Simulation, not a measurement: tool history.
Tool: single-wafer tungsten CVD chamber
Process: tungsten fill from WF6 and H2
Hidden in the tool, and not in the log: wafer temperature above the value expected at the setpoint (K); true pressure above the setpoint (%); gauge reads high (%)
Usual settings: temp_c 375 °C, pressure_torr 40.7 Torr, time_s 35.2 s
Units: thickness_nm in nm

run     day  temp_c  pressure_torr  time_s  wafers since the last listed run  hours since the last thermocouple change  hours since the last manometer calibration  hours since the showerhead was replaced  hours since the gauge calibration  read-back reference wafer on the same gauge, thickness_nm  thickness_nm
  1       0     371           40.7    35.2                                 0                                     242.8                                      1054.6                                   1467.5                             1559.5                                                     73.269        61.187
  2   2.904     375           40.7    35.2                              1221                                     312.5                                      1124.3                                   1537.2                             1629.2                                                     73.413        66.307
  3   6.292     375           40.7    35.2                              1424                                     393.8                                      1205.6                                   1618.5                             1710.5                                                     73.331        66.773
  4  10.167     372           40.7    35.2                              1629                                     486.8                                      1298.6                                   1711.5                             1803.5                                                     73.406        62.891
  5  12.417     372           40.7    35.2                               946                                     540.8                                      1352.6                                   1765.5                             1857.5                                                     73.287        63.978
  6  14.392     372           40.7    35.2                               830                                     588.2                                        1400                                   1812.9                             1904.9                                                     73.426        63.392
  7  17.358     375           40.7    35.2                              1247                                     659.4                                      1471.2                                   1884.1                             1976.1                                                     73.191        67.145
  8  18.942     380           40.7    35.2                               665                                     697.4                                      1509.2                                   1922.1                             2014.1                                                     73.329        73.663
  9  22.279     380           40.7    35.2                              1403                                     777.5                                      1589.3                                   2002.2                             2094.2                                                     73.205        74.306
     27.304  -- capacitance manometer re-zeroed and calibrated
     32.262  -- thermocouple changed; heater temperature recalibrated
 10  35.279     386           40.7    35.2                              5185                                      72.4                                       191.4                                   2314.2                             2406.2                                                     73.344        79.883
 11  37.004     386           40.7    35.2                               725                                     113.8                                       232.8                                   2355.6                             2447.6                                                     73.354        78.638
 12  39.246     371           40.7    29.1                               942                                     167.6                                       286.6                                   2409.4                             2501.4                                                     73.203        50.285
 13  47.567     382           37.4    37.2                              3498                                     367.3                                       486.3                                   2609.1                             2701.1                                                     73.337        73.093
 14  58.117     361           49.3      41                              4435                                     620.5                                       739.5                                   2862.3                             2954.3                                                     73.384        67.932
 15    62.3     364           34.9    40.8                              1758                                     720.9                                       839.9                                   2962.7                             3054.7                                                     73.174        54.185
 16  71.829     379           44.7    40.9                              4006                                     949.6                                      1068.6                                   3191.4                             3283.4                                                     73.304        87.866
 17  76.158     375           40.7    40.1                              1820                                    1053.5                                      1172.5                                   3295.3                             3387.3                                                     73.261        75.683
 18  78.383     375           40.7    35.2                               935                                    1106.9                                      1225.9                                   3348.7                             3440.7                                                     73.301        66.757
     80.279  -- thermocouple changed; heater temperature recalibrated
     81.517  -- gauge calibrated
 19  83.888     368           45.1    41.1                              2174                                      86.6                                        1358                                   3480.8                               56.9                                                     73.378        74.558
     86.896  -- showerhead replaced
 20  87.004     375             46    35.2                              1170                                     161.4                                      1432.8                                      2.6                              131.7                                                     73.305         73.51

Forecast run 21:
 21  90.242     375           40.7    35.2                              1361                                     239.1                                      1510.5                                     80.3                              209.4                                                          ?             ?

{"run 21": {"read-back reference wafer on the same gauge, thickness_nm": 73.359, "thickness_nm": 67.462}}
Without the tool's hidden state the same run would have given thickness_nm 65.46 nm.

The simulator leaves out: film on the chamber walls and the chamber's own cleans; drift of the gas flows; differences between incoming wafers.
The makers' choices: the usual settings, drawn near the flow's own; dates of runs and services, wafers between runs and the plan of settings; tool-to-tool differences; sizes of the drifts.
